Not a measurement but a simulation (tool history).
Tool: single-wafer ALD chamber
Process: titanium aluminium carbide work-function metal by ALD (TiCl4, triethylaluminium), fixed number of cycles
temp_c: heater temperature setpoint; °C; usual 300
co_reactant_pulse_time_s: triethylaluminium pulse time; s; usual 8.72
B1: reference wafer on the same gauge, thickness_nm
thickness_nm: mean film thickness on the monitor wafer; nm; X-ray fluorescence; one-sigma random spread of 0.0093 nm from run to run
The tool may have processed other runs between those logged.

{"run": 1, "hour": 0.0, "temp_c": 306, "co_reactant_pulse_time_s": 8.72, "B1": 1.639, "thickness_nm": 2.023}
{"run": 2, "hour": 66.9, "temp_c": 300, "co_reactant_pulse_time_s": 8.72, "B1": 1.641, "thickness_nm": 1.997}
{"run": 3, "hour": 94.5, "temp_c": 300, "co_reactant_pulse_time_s": 8.72, "B1": 1.639, "thickness_nm": 1.964}
{"run": 4, "hour": 158.2, "temp_c": 300, "co_reactant_pulse_time_s": 8.72, "B1": 1.64, "thickness_nm": 1.988}
{"run": 5, "hour": 221.5, "temp_c": 300, "co_reactant_pulse_time_s": 8.72, "B1": 1.64, "thickness_nm": 1.981}
{"run": 6, "hour": 288.7, "temp_c": 300, "co_reactant_pulse_time_s": 8.72, "B1": 1.64, "thickness_nm": 1.981}
{"hour": 316.0, "done": "gauge calibrated"}
{"hour": 331.8, "done": "thermocouple changed; heater temperature recalibrated"}
{"run": 7, "hour": 340.4, "temp_c": 300, "co_reactant_pulse_time_s": 8.72, "B1": 1.64, "thickness_nm": 1.993}
{"hour": 373.3, "done": "showerhead replaced"}
{"run": 8, "hour": 395.7, "temp_c": 300, "co_reactant_pulse_time_s": 8.72, "B1": 1.639, "thickness_nm": 1.987}
{"run": 9, "hour": 425.3, "temp_c": 300, "co_reactant_pulse_time_s": 8.72, "B1": 1.642, "thickness_nm": 2.001}
{"run": 10, "hour": 482.2, "temp_c": 300, "co_reactant_pulse_time_s": 8.72, "B1": 1.64, "thickness_nm": 1.987}
{"run": 11, "hour": 521.6, "temp_c": 300, "co_reactant_pulse_time_s": 11.03, "B1": 1.639, "thickness_nm": 2.028}
{"run": 12, "hour": 587.0, "temp_c": 300, "co_reactant_pulse_time_s": 7.56, "B1": 1.64, "thickness_nm": 1.968}
{"hour": 610.7, "done": "triethylaluminium bottle replaced"}
{"run": 13, "hour": 637.3, "temp_c": 300, "co_reactant_pulse_time_s": 8.72, "B1": 1.639, "thickness_nm": 1.98}

What will run 14 give?
{"run": 14, "hour": 696.0, "temp_c": 287, "co_reactant_pulse_time_s": 8.72, "B1": "?", "thickness_nm": "?"}

Run 14 came out at B1 1.641, thickness_nm 1.875 nm.
On a tool with no hidden condition, and with the same random variation, this run would have come out at thickness_nm 1.875 nm.
